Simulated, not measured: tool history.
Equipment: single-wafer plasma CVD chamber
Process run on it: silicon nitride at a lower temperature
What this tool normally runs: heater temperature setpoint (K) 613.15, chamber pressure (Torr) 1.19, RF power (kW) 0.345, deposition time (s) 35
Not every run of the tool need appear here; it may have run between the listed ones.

run    hour  heater temperature setpoint (K)  chamber pressure (Torr)  RF power (kW)  deposition time (s)  wafers since the last listed run  hours since the last thermocouple change  hours since the last RF generator calibration  hours since the last manometer calibration  hours since the showerhead was replaced  hours since the gauge calibration  read-back reference wafer on the same gauge, thickness_nm  mean film thickness on the monitor wafer (angstrom)
  1       0                           613.15                     1.19          0.345                   35                                 0                                    1424.9                                            496                                       470.6                                   3982.5                             1049.4                                                     34.598                                               422.53
  2    95.7                           613.15                     1.19          0.345                   35                              2129                                    1520.6                                          591.7                                       566.3                                   4078.2                             1145.1                                                     34.616                                               422.47
  3   192.6                           613.15                     1.19          0.345                 32.8                              2156                                    1617.5                                          688.6                                       663.2                                   4175.1                               1242                                                     34.599                                                396.1
  4   298.6                           613.15                     1.19          0.345                 32.8                              2358                                    1723.5                                          794.6                                       769.2                                   4281.1                               1348                                                     34.604                                               390.21
  5     356                           613.15                     1.19          0.345                   35                              1277                                    1780.9                                            852                                       826.6                                   4338.5                             1405.4                                                     34.602                                               419.35
  6   483.3                           613.15                     1.19          0.345                   35                              2832                                    1908.2                                          979.3                                       953.9                                   4465.8                             1532.7                                                     34.621                                                418.8
  7   542.9                           613.15                     1.19          0.345                   35                              1326                                    1967.8                                         1038.9                                      1013.5                                   4525.4                             1592.3                                                      34.59                                                418.8
      567.7  -- RF generator calibrated
  8   628.9                           613.15                     1.19          0.345                   35                              1735                                    2053.8                                           61.2                                      1099.5                                   4611.4                             1678.3                                                      34.55                                               420.05
  9   669.6                           613.15                     1.19          0.345                   35                               905                                    2094.5                                          101.9                                      1140.2                                   4652.1                               1719                                                      34.63                                               418.97
      852.1  -- thermocouple changed; heater temperature recalibrated
 10   972.4                           613.15                     1.19          0.345                   35                              6560                                     120.3                                          404.7                                        1443                                   4954.9                             2021.8                                                     34.587                                                417.2
 11  1043.2                           613.15                     1.19          0.345                   35                              1575                                     191.1                                          475.5                                      1513.8                                   5025.7                             2092.6                                                     34.591                                               419.32
 12  1079.9                           613.15                     0.97          0.345                   35                               816                                     227.8                                          512.2                                      1550.5                                   5062.4                             2129.3                                                     34.586                                               368.74
       1099  -- gauge calibrated
     1118.9  -- showerhead replaced
     1271.6  -- capacitance manometer re-zeroed and calibrated
 13  1276.1                           613.15                     0.97          0.345                   35                              4010                                       424                                          708.4                                         4.5                                    157.2                              177.1                                                     34.583                                                375.2
 14  1320.2                           613.15                     1.44          0.345                   33                               981                                     468.1                                          752.5                                        48.6                                    201.3                              221.2                                                     34.589                                               438.36
 15  1416.3                           620.15                     1.45          0.325                 31.8                              2138                                     564.2                                          848.6                                       144.7                                    297.4                              317.3                                                     34.604                                               411.97
 16  1498.3                           625.15                      1.1           0.29                   35                              1824                                     646.2                                          930.6                                       226.7                                    379.4                              399.3                                                     34.593                                               369.66
 17  1560.5                           613.15                     1.19          0.325                   38                              1384                                     708.4                                          992.8                                       288.9                                    441.6                              461.5                                                     34.582                                               443.35
 18  1661.1                           613.15                     1.46          0.345                   35                              2238                                       809                                         1093.4                                       389.5                                    542.2                              562.1                                                     34.588                                               465.29
     1671.2  -- RF generator calibrated
 19    1721                           613.15                     1.19           0.32                   35                              1154                                     868.9                                           49.8                                       449.4                                    602.1                                622                                                     34.577                                               403.04
 20  1780.2                           613.15                     1.19          0.345                   35                              1317                                     928.1                                            109                                       508.6                                    661.3                              681.2                                                     34.609                                               424.38
 21  1852.5                           613.15                     1.19          0.295                   35                              1608                                    1000.4                                          181.3                                       580.9                                    733.6                              753.5                                                     34.603                                               387.09
 22  1949.8                           613.15                     1.19          0.285                   35                              2165                                    1097.7                                          278.6                                       678.2                                    830.9                              850.8                                                     34.647                                               380.89
 23  2054.1                           613.15                      1.3          0.345                   35                              2321                                      1202                                          382.9                                       782.5                                    935.2                              955.1                                                     34.625                                               438.97
 24  2138.9                           613.15                     1.19          0.345                   35                              1887                                    1286.8                                          467.7                                       867.3                                     1020                             1039.9                                                     34.599                                               420.32
 25  2196.6                           613.15                     1.04          0.345                 40.1                              1284                                    1344.5                                          525.4                                         925                                   1077.7                             1097.6                                                     34.591                                               445.01
 26    2257                           607.15                     0.96           0.29                   30                              1344                                    1404.9                                          585.8                                       985.4                                   1138.1                               1158                                                     34.574                                               287.41
 27  2335.5                           613.15                     1.19          0.345                   35                              1746                                    1483.4                                          664.3                                      1063.9                                   1216.6                             1236.5                                                      34.59                                               414.11
 28  2442.8                           613.15                     1.11          0.345                 32.8                              2387                                    1590.7                                          771.6                                      1171.2                                   1323.9                             1343.8                                                     34.594                                                377.8

What if the next run were any one of these 4? Each begins from the tool's condition after run 28:
  A  2443.2                           608.15                     1.19          0.345                   35                                 8                                    1591.1                                            772                                      1171.6                                   1324.3                             1344.2                                                          ?                                                    ?
  B  2443.2                           600.15                      1.3          0.345                 38.1                                 8                                    1591.1                                            772                                      1171.6                                   1324.3                             1344.2                                                          ?                                                    ?
  C  2443.2                           601.15                     0.95           0.41                 40.4                                 8                                    1591.1                                            772                                      1171.6                                   1324.3                             1344.2                                                          ?                                                    ?
  D  2443.2                           619.15                     0.98          0.345                   35                                 8                                    1591.1                                            772                                      1171.6                                   1324.3                             1344.2                                                          ?                                                    ?

run  read-back reference wafer on the same gauge, thickness_nm  mean film thickness on the monitor wafer (angstrom)
  A                                                     34.594                                               419.32
  B                                                     34.594                                               477.62
  C                                                     34.594                                               462.74
  D                                                     34.594                                               371.98
What these runs would have given with no unlogged condition in the tool:
run  mean film thickness on the monitor wafer (angstrom)
  A                                               426.75
  B                                                485.8
  C                                               472.57
  D                                               379.54

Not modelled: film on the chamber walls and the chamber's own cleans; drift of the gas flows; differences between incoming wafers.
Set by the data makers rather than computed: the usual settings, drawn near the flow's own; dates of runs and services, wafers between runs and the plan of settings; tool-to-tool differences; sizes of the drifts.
